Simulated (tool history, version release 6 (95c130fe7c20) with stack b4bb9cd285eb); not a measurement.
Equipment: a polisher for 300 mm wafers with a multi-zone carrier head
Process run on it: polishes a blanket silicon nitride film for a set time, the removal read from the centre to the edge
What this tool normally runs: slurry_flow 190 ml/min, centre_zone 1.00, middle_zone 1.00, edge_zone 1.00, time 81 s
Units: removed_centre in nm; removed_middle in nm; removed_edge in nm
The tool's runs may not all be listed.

run	hour	slurry_flow	centre_zone	middle_zone	edge_zone	time	wafers since the last listed run	wafers polished on this pad	hours since the slurry nozzle was cleaned	hours since the centre zone pressure was calibrated	hours since the edge zone pressure was calibrated	hours since the carrier head's membrane was replaced	incoming thickness of the incoming film, nm	removed_centre	removed_middle	removed_edge
1	0.0	215	1.00	1.00	1.00	81	0	1392	864.5	652.2	897.5	834.0	910.8	134.9	143.0	140.8
# hour 43.6: slurry nozzle cleaned
2	91.7	190	1.00	1.00	1.09	81	985	2377	48.1	743.9	989.2	925.7	909.5	134.2	138.0	144.0
# hour 143.6: carrier head's membrane replaced by a new one
3	148.6	190	1.00	1.00	1.09	81	564	2941	105.0	800.8	1046.1	5.0	934.5	127.8	141.0	144.6
4	186.4	190	1.00	1.00	1.09	81	410	3352	142.8	838.6	1083.9	42.8	919.4	129.5	138.7	145.6
# hour 221.1: worn pad replaced by a new one
5	245.9	190	1.00	1.00	1.00	81	603	269	202.3	898.1	1143.4	102.3	899.9	131.0	139.4	138.0
6	285.5	190	1.00	1.00	1.00	81	430	699	241.9	937.7	1183.0	141.9	926.7	126.5	140.8	138.4
7	350.1	190	1.00	1.00	0.92	66	702	1401	306.5	1002.3	1247.6	206.5	915.6	102.7	113.8	108.2
# hour 364.2: edge zone pressure recalibrated
8	419.5	190	1.00	1.00	1.00	81	732	2134	375.9	1071.7	55.3	275.9	918.6	125.1	140.2	136.7
# hour 425.5: centre zone pressure recalibrated
9	463.3	190	1.00	1.00	0.94	89	454	2588	419.7	37.8	99.1	319.7	923.3	153.2	154.0	146.8
10	508.2	155	0.94	1.00	1.00	81	487	3076	464.6	82.7	144.0	364.6	899.1	126.7	136.9	136.6
11	579.7	190	1.00	1.00	1.00	81	777	3853	536.1	154.2	215.5	436.1	922.4	140.7	139.7	138.2
# hour 590.7: worn pad replaced by a new one
12	608.2	190	1.00	1.00	1.00	81	266	190	564.6	182.7	244.0	464.6	911.4	137.7	140.3	138.2
13	663.1	190	1.00	1.00	1.00	81	596	786	619.5	237.6	298.9	519.5	935.0	139.9	140.0	138.5
14	726.9	190	1.00	1.00	1.00	64	693	1480	683.3	301.4	362.7	583.3	924.1	105.3	109.6	109.7
15	775.8	210	1.00	1.07	1.00	81	531	2011	732.2	350.3	411.6	632.2	928.3	140.9	147.8	140.3
16	844.0	250	1.00	1.00	0.88	54	741	2752	800.4	418.5	479.8	700.4	905.0	91.8	95.4	88.5
# hour 885.9: slurry nozzle cleaned
17	909.3	245	1.09	1.11	0.93	81	698	3451	23.4	483.8	545.1	765.7	911.4	154.5	153.7	136.2
# hour 933.8: worn pad replaced by a new one
18	946.9	225	1.00	1.00	1.00	81	365	142	61.0	521.4	582.7	803.3	919.7	138.7	142.3	141.5
19	979.1	155	0.96	0.93	1.00	63	349	492	93.2	553.6	614.9	835.5	917.6	96.2	101.7	105.1
20	1037.4	230	1.00	1.00	0.92	81	633	1125	151.5	611.9	673.2	893.8	922.1	136.4	142.7	134.4
21	1069.6	190	1.00	1.00	1.00	81	349	1475	183.7	644.1	705.4	926.0	908.3	133.9	139.9	139.7
22	1113.6	190	1.00	1.00	1.00	81	478	1953	227.7	688.1	749.4	970.0	922.4	134.2	138.8	139.2

Take each entry between the runs: how does the hidden state at the last listed run before it differ from the hidden state at the first listed run after it?
In the gap between runs 1 and 2: slurry nozzle cleaned (hour 43.6)
  deviation of the centre zone's pressure from its setpoint, %: -4.18 -> -5.12
  measured minus no-state result, removed_centre: -5.9 -> -7.3 nm
In the gap between runs 2 and 3: carrier head's membrane replaced by a new one (hour 143.6)
  deviation of the centre zone's pressure from its setpoint, %: -5.12 -> -5.76
  measured minus no-state result, removed_centre: -7.3 -> -7.9 nm
In the gap between runs 4 and 5: worn pad replaced by a new one (hour 221.1)
  deviation of the centre zone's pressure from its setpoint, %: -6.22 -> -6.97
  measured minus no-state result, removed_centre: -8.7 -> -9.9 nm
In the gap between runs 7 and 8: edge zone pressure recalibrated (hour 364.2)
  deviation of the centre zone's pressure from its setpoint, %: -8.42 -> -9.47
  measured minus no-state result, removed_centre: -9.5 -> -13.2 nm
In the gap between runs 8 and 9: centre zone pressure recalibrated (hour 425.5)
  deviation of the centre zone's pressure from its setpoint, %: -9.47 -> -0.139
  measured minus no-state result, removed_centre: -13.2 -> -0.2 nm
In the gap between runs 11 and 12: worn pad replaced by a new one (hour 590.7)
  deviation of the centre zone's pressure from its setpoint, %: -0.302 -> -0.372
  measured minus no-state result, removed_centre: -0.5 -> -0.6 nm
In the gap between runs 16 and 17: slurry nozzle cleaned (hour 885.9)
  deviation of the centre zone's pressure from its setpoint, %: -1.41 -> -1.84
  measured minus no-state result, removed_centre: -1.3 -> -2.9 nm
In the gap between runs 17 and 18: worn pad replaced by a new one (hour 933.8)
  deviation of the centre zone's pressure from its setpoint, %: -1.84 -> -2.12
  measured minus no-state result, removed_centre: -2.9 -> -3.1 nm
